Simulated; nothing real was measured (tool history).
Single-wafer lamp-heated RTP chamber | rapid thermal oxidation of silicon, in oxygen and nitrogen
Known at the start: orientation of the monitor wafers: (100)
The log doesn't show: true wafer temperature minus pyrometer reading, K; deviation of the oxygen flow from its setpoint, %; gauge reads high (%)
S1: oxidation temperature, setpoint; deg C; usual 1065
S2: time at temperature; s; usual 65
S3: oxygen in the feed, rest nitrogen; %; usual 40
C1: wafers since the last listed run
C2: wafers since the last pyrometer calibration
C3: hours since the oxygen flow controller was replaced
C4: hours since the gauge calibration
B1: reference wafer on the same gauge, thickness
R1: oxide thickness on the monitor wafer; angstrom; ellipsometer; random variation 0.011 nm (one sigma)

run 1 hour=0.0 | S1=1065 S2=65 S3=40 | C1=0 C2=129 C3=5213.3 C4=650.8 | B1=8.312 | R1=71.14
run 2 hour=66.4 | S1=1065 S2=65 S3=40 | C1=603 C2=732 C3=5279.7 C4=717.2 | B1=8.310 | R1=71.21
run 3 hour=104.0 | S1=1065 S2=65 S3=40 | C1=341 C2=1074 C3=5317.3 C4=754.8 | B1=8.307 | R1=71.48
run 4 hour=157.8 | S1=1065 S2=65 S3=40 | C1=488 C2=1563 C3=5371.1 C4=808.6 | B1=8.309 | R1=71.93
run 5 hour=189.5 | S1=1065 S2=90 S3=40 | C1=288 C2=1851 C3=5402.8 C4=840.3 | B1=8.314 | R1=83.15
run 6 hour=224.4 | S1=1065 S2=50 S3=40 | C1=317 C2=2168 C3=5437.7 C4=875.2 | B1=8.310 | R1=64.32
run 7 hour=292.2 | S1=1065 S2=50 S3=40 | C1=616 C2=2784 C3=5505.5 C4=943.0 | B1=8.310 | R1=64.64
-- hour=314.8 pyrometer window cleaned and pyrometer calibrated
run 8 hour=350.0 | S1=1065 S2=50 S3=40 | C1=452 C2=320 C3=5563.3 C4=1000.8 | B1=8.311 | R1=63.56
run 9 hour=391.5 | S1=1065 S2=65 S3=40 | C1=377 C2=697 C3=5604.8 C4=1042.3 | B1=8.312 | R1=71.49
-- hour=427.5 oxygen flow controller replaced
run 10 hour=449.3 | S1=1065 S2=65 S3=40 | C1=452 C2=1150 C3=21.8 C4=1100.1 | B1=8.310 | R1=71.75
run 11 hour=475.1 | S1=1065 S2=65 S3=40 | C1=234 C2=1384 C3=47.6 C4=1125.9 | B1=8.312 | R1=71.84
run 12 hour=513.2 | S1=1065 S2=65 S3=40 | C1=346 C2=1730 C3=85.7 C4=1164.0 | B1=8.306 | R1=72.10
run 13 hour=550.2 | S1=1065 S2=65 S3=40 | C1=336 C2=2067 C3=122.7 C4=1201.0 | B1=8.311 | R1=72.20
-- hour=590.9 pyrometer window cleaned and pyrometer calibrated
run 14 hour=593.5 | S1=1065 S2=65 S3=40 | C1=320 C2=23 C3=166.0 C4=1244.3 | B1=8.308 | R1=70.96
-- hour=765.0 gauge calibrated
run 15 hour=806.0 | S1=1065 S2=37 S3=17 | C1=1931 C2=1954 C3=378.5 C4=41.0 | B1=8.313 | R1=42.54
run 16 hour=846.1 | S1=1065 S2=65 S3=40 | C1=364 C2=2319 C3=418.6 C4=81.1 | B1=8.309 | R1=72.23
-- hour=886.1 pyrometer window cleaned and pyrometer calibrated
run 17 hour=905.2 | S1=1065 S2=65 S3=40 | C1=464 C2=173 C3=477.7 C4=140.2 | B1=8.309 | R1=71.40
run 18 hour=956.4 | S1=1079 S2=74 S3=17 | C1=465 C2=638 C3=528.9 C4=191.4 | B1=8.307 | R1=61.67
run 19 hour=987.7 | S1=1083 S2=89 S3=40 | C1=284 C2=923 C3=560.2 C4=222.7 | B1=8.309 | R1=92.73
run 20 hour=1046.0 | S1=1065 S2=92 S3=40 | C1=529 C2=1453 C3=618.5 C4=281.0 | B1=8.311 | R1=84.02
run 21 hour=1111.1 | S1=1094 S2=65 S3=40 | C1=591 C2=2044 C3=683.6 C4=346.1 | B1=8.309 | R1=87.16
-- hour=1162.5 pyrometer window cleaned and pyrometer calibrated
run 22 hour=1163.0 | S1=1065 S2=65 S3=40 | C1=399 C2=4 C3=735.5 C4=398.0 | B1=8.309 | R1=71.26
run 23 hour=1219.9 | S1=1065 S2=65 S3=17 | C1=517 C2=521 C3=792.4 C4=454.9 | B1=8.312 | R1=53.07
run 24 hour=1243.9 | S1=1054 S2=65 S3=28 | C1=218 C2=739 C3=816.4 C4=478.9 | B1=8.310 | R1=58.81
run 25 hour=1285.3 | S1=1077 S2=36 S3=57 | C1=376 C2=1116 C3=857.8 C4=520.3 | B1=8.314 | R1=67.92
run 26 hour=1344.6 | S1=1079 S2=74 S3=17 | C1=538 C2=1655 C3=917.1 C4=579.6 | B1=8.309 | R1=61.79
run 27 hour=1381.9 | S1=1090 S2=65 S3=40 | C1=339 C2=1994 C3=954.4 C4=616.9 | B1=8.310 | R1=84.94

Hidden state or all else? Some run-to-run changes of R1, split into what the settings, what came in and random variation would give without the hidden state, and what is left for the hidden state (with any gauge scatter that isn't in both results):
Run 13 -> 14: pyrometer window cleaned and pyrometer calibrated. R1 -1.24 angstrom: hidden state -1.13, all else -0.11.
Run 15 -> 16: S2 37 -> 65, S3 17 -> 40. R1 +29.69 angstrom: hidden state +0.66, all else +29.03.
Run 18 -> 19: S1 1079 -> 1083, S2 74 -> 89, S3 17 -> 40. R1 +31.06 angstrom: hidden state +0.46, all else +30.60.
Run 21 -> 22: S1 1094 -> 1065, pyrometer window cleaned and pyrometer calibrated. R1 -15.90 angstrom: hidden state -1.40, all else -14.50.

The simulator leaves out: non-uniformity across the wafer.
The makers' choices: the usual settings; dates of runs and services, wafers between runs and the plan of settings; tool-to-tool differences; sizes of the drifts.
